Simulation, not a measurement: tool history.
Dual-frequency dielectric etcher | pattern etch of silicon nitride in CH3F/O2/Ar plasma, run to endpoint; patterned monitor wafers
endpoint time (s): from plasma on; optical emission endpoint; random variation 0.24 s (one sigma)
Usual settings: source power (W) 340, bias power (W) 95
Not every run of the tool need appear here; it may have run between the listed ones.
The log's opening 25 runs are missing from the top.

| run | day | source power (W) | bias power (W) | wafers since the last listed run | hours since the last wet clean | hours since the last source power generator calibration | hours since the last bias power generator calibration | hours since the last upper electrode change | incoming incoming film thickness, nm | endpoint time (s) |
|---|---|---|---|---|---|---|---|---|---|---|
| 26 | 67.608 | 370 | 79 | 236 | 80.8 | 1311.7 | 403.3 | 665.7 | 57.0 | 78.0 |
| 27 | 70.288 | 340 | 95 | 417 | 145.1 | 1376.0 | 467.6 | 730.0 | 57.3 | 73.3 |
| 28 | 72.167 | 370 | 77 | 292 | 190.2 | 1421.1 | 512.7 | 775.1 | 57.3 | 79.9 |
| 29 | 75.608 | 290 | 118 | 536 | 272.8 | 1503.7 | 595.3 | 857.7 | 57.7 | 71.5 |
| 30 | 77.750 | 340 | 95 | 333 | 324.2 | 1555.1 | 646.7 | 909.1 | 57.9 | 74.0 |
| 31 | 80.888 | 280 | 95 | 489 | 399.5 | 1630.4 | 722.0 | 984.4 | 56.9 | 81.5 |
| 32 | 83.142 | 340 | 73 | 351 | 453.6 | 1684.5 | 776.1 | 1038.5 | 57.2 | 85.3 |
| 33 | 86.696 | 340 | 95 | 553 | 538.9 | 1769.8 | 861.4 | 1123.8 | 57.4 | 72.8 |
| 34 | 88.925 | 320 | 114 | 347 | 592.4 | 1823.3 | 914.9 | 1177.3 | 57.7 | 68.0 |
|  | 94.646 | wet clean of the chamber |
| 35 | 99.704 | 340 | 95 | 1524 | 121.4 | 2082.0 | 1173.6 | 1436.0 | 57.5 | 74.0 |
| 36 | 103.717 | 290 | 86 | 625 | 217.7 | 2178.3 | 1269.9 | 1532.3 | 57.5 | 86.2 |

3 options for the next run, each taken on its own from the tool as it stands now. Forecast them:
| A | 103.733 | 260 | 95 | 2 | 218.1 | 2178.7 | 1270.3 | 1532.7 | 57.1 | ? |
| B | 103.733 | 340 | 77 | 2 | 218.1 | 2178.7 | 1270.3 | 1532.7 | 57.1 | ? |
| C | 103.733 | 370 | 101 | 2 | 218.1 | 2178.7 | 1270.3 | 1532.7 | 57.1 | ? |

| run | endpoint time (s) |
|---|---|
| A | 86.0 |
| B | 83.2 |
| C | 67.5 |
Take away the tool's hidden state, keep each run's random variation, and the runs would have read:
| run | endpoint time (s) |
|---|---|
| A | 86.9 |
| B | 84.1 |
| C | 68.2 |
